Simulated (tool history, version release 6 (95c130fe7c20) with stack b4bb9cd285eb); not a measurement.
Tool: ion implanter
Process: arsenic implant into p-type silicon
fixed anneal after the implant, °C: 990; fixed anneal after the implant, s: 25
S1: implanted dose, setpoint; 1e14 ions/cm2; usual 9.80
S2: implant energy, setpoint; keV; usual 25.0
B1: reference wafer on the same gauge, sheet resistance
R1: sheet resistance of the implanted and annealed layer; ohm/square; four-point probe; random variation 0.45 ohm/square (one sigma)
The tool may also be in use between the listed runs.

run    hour     S1    S2      B1      R1
  1     0.0   9.80  25.0  130.17  120.49
  2    49.9   9.80  25.0  130.07  120.45
  3   152.4   9.80  25.0  129.89  120.73
  4   251.7   9.80  25.0  129.83  119.86
  5   330.6   9.80  25.0  129.82  120.15
  6   431.6   9.80  25.0  129.68  120.70
  7   488.4   9.80  25.0  129.55  120.55
  8   589.4  11.58  25.0  129.56  109.88
  9   691.6   8.57  30.0  129.32  123.81
 10   771.5   9.80  30.0  129.18  113.05
 11   824.0   8.11  25.0  129.15  134.19
 12   898.2   8.11  25.0  129.01  134.58
 13   960.5   9.80  32.5  128.89  110.06
     1021.4  -- extraction supply calibrated
 14  1021.9   9.80  25.0  128.87  119.22
 15  1103.2   9.80  25.0  128.73  118.55
 16  1171.8   7.14  27.5  128.67  140.93
 17  1232.0  10.62  19.0  128.43  122.76
     1260.6  -- Faraday cup replaced and dose calibrated
 18  1301.4  10.87  16.5  128.32  126.19
 19  1402.4   9.80  25.0  128.02  118.13
 20  1450.8   9.80  25.0  127.91  118.82
 21  1545.0   9.80  33.0  127.68  109.49
 22  1644.3   7.56  20.0  127.43  145.23
 23  1744.5   9.80  25.0  127.14  117.91
 24  1809.6  12.17  22.5  127.13  109.59
     1898.0  -- gauge calibrated
 25  1903.3   8.16  22.5  130.07  138.08
 26  1987.9   9.80  25.0  130.07  119.94
 27  2242.5  12.05  25.0  129.96  108.49
 28  2330.3   9.04  32.5  130.00  117.47

Run 29 comes next. What will it give?
 29  2404.8  9.80  25.0   ?   ?

B1: 129.93
R1: 120.36 ohm/square
Without the tool's hidden state the same run would have given R1 120.46 ohm/square.
